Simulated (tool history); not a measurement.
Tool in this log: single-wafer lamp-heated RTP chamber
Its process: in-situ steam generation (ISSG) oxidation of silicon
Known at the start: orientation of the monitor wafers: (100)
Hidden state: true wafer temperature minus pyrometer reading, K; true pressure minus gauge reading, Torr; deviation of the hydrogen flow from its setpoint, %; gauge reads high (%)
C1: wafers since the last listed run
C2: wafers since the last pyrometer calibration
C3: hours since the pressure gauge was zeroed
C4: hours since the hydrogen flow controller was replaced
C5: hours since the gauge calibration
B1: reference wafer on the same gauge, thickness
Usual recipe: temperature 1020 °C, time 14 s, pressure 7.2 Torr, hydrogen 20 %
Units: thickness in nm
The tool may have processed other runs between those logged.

run 1 hour=0 | temperature=1020 time=14 pressure=7.2 hydrogen=20 | C1=0 C2=6144 C3=3317.5 C4=5324.4 C5=639 | B1=4.352 | thickness=4.648
run 2 hour=61.3 | temperature=1020 time=14 pressure=7.2 hydrogen=20 | C1=398 C2=6543 C3=3378.8 C4=5385.7 C5=700.3 | B1=4.355 | thickness=4.65
-- hour=206.2 pyrometer window cleaned and pyrometer calibrated
run 3 hour=249.7 | temperature=1020 time=14 pressure=6.9 hydrogen=20 | C1=1173 C2=283 C3=3567.2 C4=5574.1 C5=888.7 | B1=4.36 | thickness=4.505
run 4 hour=314.7 | temperature=1020 time=14 pressure=6.9 hydrogen=20 | C1=422 C2=705 C3=3632.2 C4=5639.1 C5=953.7 | B1=4.348 | thickness=4.474
run 5 hour=364.5 | temperature=1020 time=14 pressure=6.9 hydrogen=20 | C1=324 C2=1030 C3=3682 C4=5688.9 C5=1003.5 | B1=4.35 | thickness=4.514
run 6 hour=408 | temperature=1020 time=14 pressure=7.2 hydrogen=20 | C1=283 C2=1313 C3=3725.5 C4=5732.4 C5=1047 | B1=4.349 | thickness=4.511
run 7 hour=471.6 | temperature=1020 time=14 pressure=7.2 hydrogen=20 | C1=413 C2=1726 C3=3789.1 C4=5796 C5=1110.6 | B1=4.352 | thickness=4.493
run 8 hour=495.9 | temperature=1020 time=14 pressure=7.2 hydrogen=20 | C1=158 C2=1885 C3=3813.4 C4=5820.3 C5=1134.9 | B1=4.341 | thickness=4.473
run 9 hour=556.7 | temperature=1020 time=14 pressure=7.2 hydrogen=20 | C1=395 C2=2280 C3=3874.2 C4=5881.1 C5=1195.7 | B1=4.349 | thickness=4.52
run 10 hour=628.1 | temperature=1020 time=14 pressure=7.2 hydrogen=20 | C1=464 C2=2745 C3=3945.6 C4=5952.5 C5=1267.1 | B1=4.345 | thickness=4.527
run 11 hour=658.2 | temperature=1025 time=14 pressure=8 hydrogen=27 | C1=195 C2=2941 C3=3975.7 C4=5982.6 C5=1297.2 | B1=4.348 | thickness=5.03
run 12 hour=850.7 | temperature=1020 time=14 pressure=7.2 hydrogen=13 | C1=1252 C2=4193 C3=4168.2 C4=6175.1 C5=1489.7 | B1=4.351 | thickness=4.129
run 13 hour=880.5 | temperature=1020 time=10 pressure=7.2 hydrogen=26 | C1=193 C2=4387 C3=4198 C4=6204.9 C5=1519.5 | B1=4.361 | thickness=4.226
run 14 hour=930.5 | temperature=1020 time=14 pressure=7.2 hydrogen=14 | C1=325 C2=4712 C3=4248 C4=6254.9 C5=1569.5 | B1=4.35 | thickness=4.245
-- hour=984 hydrogen flow controller replaced
run 15 hour=984.5 | temperature=1007 time=14 pressure=8.2 hydrogen=20 | C1=299 C2=5012 C3=4302 C4=0.5 C5=1623.5 | B1=4.352 | thickness=4.38

For run 16, what comes out?
run 16 hour=1013.4 | temperature=1012 time=16 pressure=6.9 hydrogen=12 | C1=188 C2=5200 C3=4330.9 C4=29.4 C5=1652.4 | B1=? | thickness=?

Run 16 yielded B1 4.359, thickness 4.205 nm.
On a tool with no hidden condition, and with the same random variation, this run would have come out at thickness 4.099 nm.
